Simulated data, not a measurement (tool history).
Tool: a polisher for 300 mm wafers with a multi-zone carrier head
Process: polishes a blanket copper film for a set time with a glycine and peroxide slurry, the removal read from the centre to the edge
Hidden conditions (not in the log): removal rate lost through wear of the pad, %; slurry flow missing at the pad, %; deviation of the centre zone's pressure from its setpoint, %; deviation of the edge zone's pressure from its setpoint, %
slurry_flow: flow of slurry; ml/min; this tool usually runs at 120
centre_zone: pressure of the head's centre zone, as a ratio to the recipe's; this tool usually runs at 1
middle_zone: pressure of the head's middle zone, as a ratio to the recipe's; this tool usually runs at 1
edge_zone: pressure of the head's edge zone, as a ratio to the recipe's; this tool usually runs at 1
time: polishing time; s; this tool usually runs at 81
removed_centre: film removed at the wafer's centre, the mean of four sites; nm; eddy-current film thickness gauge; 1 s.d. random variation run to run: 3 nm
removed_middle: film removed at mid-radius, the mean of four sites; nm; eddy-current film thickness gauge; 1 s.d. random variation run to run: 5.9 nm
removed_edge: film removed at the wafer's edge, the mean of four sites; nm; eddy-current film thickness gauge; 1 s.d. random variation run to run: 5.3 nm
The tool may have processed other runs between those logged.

run     day  slurry_flow  centre_zone  middle_zone  edge_zone  time  wafers since the last listed run  wafers polished on this pad  hours since the slurry nozzle was cleaned  hours since the centre zone pressure was calibrated  hours since the edge zone pressure was calibrated  hours since the carrier head's membrane was replaced  incoming thickness of the incoming film, nm  removed_centre  removed_middle  removed_edge
  1       0          120            1            1          1    81                                 0                           43                                      138.7                                                  285                                              802.2                                                1407.3                                       2237.1           479.8           465.5         478.8
  2   0.679          145            1            1          1    81                               104                          147                                        155                                                301.3                                              818.5                                                1423.6                                       2226.3           492.8             488           489
  3   1.467          145            1            1          1    81                               121                          268                                      173.9                                                320.2                                              837.4                                                1442.5                                       2203.8           486.2           473.6         476.5
  4     2.1          120            1            1       1.05    81                                97                          365                                      189.1                                                335.4                                              852.6                                                1457.7                                       2166.7           452.1           454.4         465.5
  5   2.742          120            1            1          1    81                                98                          464                                      204.5                                                350.8                                                868                                                1473.1                                       2172.2           451.8           448.9         450.8
  6   3.546          100            1            1          1    81                               123                          588                                      223.8                                                370.1                                              887.3                                                1492.4                                       2203.6           417.8           416.5         423.6
      3.762  -- centre zone pressure recalibrated
  7   4.092          140            1            1          1    81                                71                          659                                      236.9                                                  7.9                                              900.4                                                1505.5                                       2207.1           457.9           457.6         453.7
      4.767  -- carrier head's membrane replaced by a new one
  8   5.283          120         0.89            1          1    81                               151                          810                                      265.5                                                 36.5                                                929                                                  12.4                                         2233           393.3           445.3         433.4
      5.846  -- worn pad replaced by a new one
      6.046  -- slurry nozzle cleaned
  9   6.108          120            1         0.89       1.11    81                                94                           34                                        1.5                                                 56.3                                              948.8                                                  32.2                                       2208.3           485.9           441.5         509.6
      7.083  -- edge zone pressure recalibrated
 10     7.5          120            1            1          1    94                               201                          235                                       34.9                                                 89.7                                                 10                                                  65.6                                       2188.3             546           548.9         535.5
 11   8.842          140         1.12            1          1    81                               206                          441                                       67.1                                                121.9                                               42.2                                                  97.8                                       2230.7             531           478.5         472.8
 12  10.129          120            1            1       1.07    81                               197                          639                                         98                                                152.8                                               73.1                                                 128.7                                       2214.5             455           453.2         464.8
 13  10.821          160         1.03            1       0.96    67                               106                          745                                      114.6                                                169.4                                               89.7                                                 145.3                                       2181.4           413.4           402.6         381.6
 14  11.683          120            1            1          1    81                               132                          878                                      135.3                                                190.1                                              110.4                                                   166                                         2171           445.4           443.9         452.6
     12.812  -- worn pad replaced by a new one
 15  12.988          100         1.04            1       0.89    63                               174                           26                                      166.6                                                221.4                                              141.7                                                 197.3                                         2170           353.2           345.8         345.5
 16  14.354          120            1            1          1    81                               210                          236                                      199.4                                                254.2                                              174.5                                                 230.1                                       2197.9             459           453.5         460.7
 17  15.075          120            1            1       1.08   101                               110                          347                                      216.7                                                271.5                                              191.8                                                 247.4                                         2215           559.1           566.7         579.6
 18  15.954          120            1         0.96          1    70                               135                          482                                      237.8                                                292.6                                              212.9                                                 268.5                                       2181.8           383.8           359.9         394.4
 19   17.15          120            1            1          1    81                               183                          666                                      266.5                                                321.3                                              241.6                                                 297.2                                       2197.8           436.9           438.5           446
 20  18.088          140         0.93         0.94          1   104                               144                          810                                        289                                                343.8                                              264.1                                                 319.7                                       2191.8           549.1           550.2         580.3
     18.275  -- slurry nozzle cleaned
 21  19.117          120          0.9            1       0.94    81                               151                          962                                       20.2                                                368.5                                              288.8                                                 344.4                                       2177.6           416.8           455.6         437.7

Each row is a separate what-if for the run after 21, all from the same tool condition, not one after another. Results?
  A  19.133          120            1            1          1    81                                 2                          965                                       20.6                                                368.9                                              289.2                                                 344.8                                       2175.2               ?               ?             ?
  B  19.133           85            1            1          1    81                                 2                          965                                       20.6                                                368.9                                              289.2                                                 344.8                                       2175.2               ?               ?             ?
  C  19.133          120         0.89         0.89          1    63                                 2                          965                                       20.6                                                368.9                                              289.2                                                 344.8                                       2175.2               ?               ?             ?
  D  19.133          105         1.05         0.92          1    81                                 2                          965                                       20.6                                                368.9                                              289.2                                                 344.8                                       2175.2               ?               ?             ?
  E  19.133          120            1         1.04          1    69                                 2                          965                                       20.6                                                368.9                                              289.2                                                 344.8                                       2175.2               ?               ?             ?

run  removed_centre  removed_middle  removed_edge
  A           457.9           459.2         452.8
  B           406.2           413.9         422.2
  C           320.7           324.2         352.7
  D             459             413         442.2
  E           390.2           404.4         385.5
The same runs, with their run-to-run variation unchanged, on a tool lacking any hidden condition would have given:
run  removed_centre  removed_middle  removed_edge
  A           495.4           496.4         488.4
  B           440.8           448.5         456.1
  C           346.9           350.4         380.4
  D             497           446.8         477.3
  E           422.1           437.1         415.8
